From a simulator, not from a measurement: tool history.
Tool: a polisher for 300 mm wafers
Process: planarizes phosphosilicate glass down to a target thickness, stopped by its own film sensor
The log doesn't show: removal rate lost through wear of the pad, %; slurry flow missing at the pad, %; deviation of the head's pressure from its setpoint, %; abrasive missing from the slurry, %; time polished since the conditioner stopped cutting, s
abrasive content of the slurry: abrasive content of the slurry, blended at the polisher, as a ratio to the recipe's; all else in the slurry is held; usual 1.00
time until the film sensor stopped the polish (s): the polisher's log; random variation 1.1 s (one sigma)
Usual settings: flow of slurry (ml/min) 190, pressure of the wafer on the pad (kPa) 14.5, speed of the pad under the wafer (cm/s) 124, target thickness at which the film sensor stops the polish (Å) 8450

run	hour	flow of slurry (ml/min)	pressure of the wafer on the pad (kPa)	speed of the pad under the wafer (cm/s)	abrasive content of the slurry	target thickness at which the film sensor stops the polish (Å)	wafers since the last listed run	wafers polished on this pad	hours since the slurry nozzle was cleaned	hours since the head pressure was calibrated	hours since the slurry blender was calibrated	hours since the conditioning disc was replaced	incoming thickness of the incoming film, nm	time until the film sensor stopped the polish (s)
1	0.0	190	14.5	124	1.00	8450	0	1711	308.5	542.5	335.6	240.2	1515.1	121.4
2	60.0	190	14.5	142	0.80	8450	289	2001	368.5	602.5	395.6	300.2	1514.9	130.3
# hour 109.7: worn pad replaced by a new one
3	114.4	190	14.5	146	0.85	9470	243	22	422.9	656.9	450.0	354.6	1538.6	107.3
# hour 140.0: slurry blender recalibrated
4	169.1	190	11.0	124	1.00	8450	254	276	477.6	711.6	29.1	409.3	1526.7	148.0
# hour 176.7: slurry nozzle cleaned
# hour 212.1: conditioning disc replaced and pad reconditioned
5	225.7	190	14.5	100	0.85	8450	258	535	49.0	768.2	85.7	13.6	1491.8	142.0
6	276.0	190	11.7	160	1.00	8450	242	777	99.3	818.5	136.0	63.9	1511.9	103.7
7	313.1	190	14.5	124	1.00	8450	178	956	136.4	855.6	173.1	101.0	1506.5	113.4
8	337.9	190	14.5	124	1.00	8450	119	1076	161.2	880.4	197.9	125.8	1495.4	111.1
9	374.5	160	14.5	140	1.30	6910	176	1252	197.8	917.0	234.5	162.4	1495.7	115.1
10	425.3	190	14.5	160	1.00	8450	245	1497	248.6	967.8	285.3	213.2	1498.6	93.4
11	483.4	190	14.5	124	1.00	8450	280	1778	306.7	1025.9	343.4	271.3	1492.9	114.7
12	525.6	190	14.5	124	1.00	8450	203	1981	348.9	1068.1	385.6	313.5	1527.9	123.0
# hour 533.6: head pressure recalibrated
13	581.7	190	14.5	124	1.00	8450	260	2242	405.0	48.1	441.7	369.6	1511.7	123.3
# hour 589.2: slurry blender recalibrated
14	621.0	190	14.5	124	1.00	8450	179	2422	444.3	87.4	31.8	408.9	1514.2	121.6
# hour 654.9: worn pad replaced by a new one
# hour 676.0: slurry nozzle cleaned
15	679.0	155	14.5	158	1.25	9050	255	111	3.0	145.4	89.8	466.9	1528.3	76.1
# hour 733.2: conditioning disc replaced and pad reconditioned
16	747.1	145	14.5	124	1.00	8450	318	430	71.1	213.5	157.9	13.9	1508.9	114.9
17	816.4	190	14.5	124	1.00	8450	334	764	140.4	282.8	227.2	83.2	1509.3	112.2
18	881.8	125	14.5	124	1.20	8450	315	1079	205.8	348.2	292.6	148.6	1507.6	116.3
19	1021.5	155	14.5	92	0.80	6780	673	1753	345.5	487.9	432.3	288.3	1515.1	233.6
# hour 1057.7: slurry blender recalibrated
20	1058.1	190	10.3	124	1.00	7500	166	1920	382.1	524.5	0.4	324.9	1516.5	161.7
21	1105.6	190	14.5	124	1.00	8450	229	2149	429.6	572.0	47.9	372.4	1515.3	117.5
# hour 1124.8: slurry nozzle cleaned
22	1138.7	190	12.4	156	0.90	6720	154	2304	13.9	605.1	81.0	405.5	1513.8	133.4
# hour 1184.8: conditioning disc replaced and pad reconditioned
# hour 1189.1: worn pad replaced by a new one
23	1192.8	190	12.4	124	1.00	6280	231	18	68.0	659.2	135.1	8.0	1495.6	152.8
24	1243.7	190	14.5	148	1.00	8450	245	263	118.9	710.1	186.0	58.9	1543.6	103.1

5 ways to go on from here, each from the tool as it stands after run 24. What would each give?
A	1244.2	190	14.5	124	1.00	8450	2	265	119.4	710.6	186.5	59.4	1535.0	?
B	1244.2	190	14.5	124	0.80	9920	2	265	119.4	710.6	186.5	59.4	1535.0	?
C	1244.2	170	16.5	82	1.00	8450	2	265	119.4	710.6	186.5	59.4	1535.0	?
D	1244.2	160	14.5	162	1.00	8450	2	265	119.4	710.6	186.5	59.4	1535.0	?
E	1244.2	190	14.5	140	0.85	8450	2	265	119.4	710.6	186.5	59.4	1535.0	?

run	time until the film sensor stopped the polish (s)
A	117.3
B	109.0
C	154.0
D	98.5
E	119.6
Without the tool's hidden state the same runs would have given:
run	time until the film sensor stopped the polish (s)
A	111.3
B	103.5
C	145.3
D	92.6
E	113.5
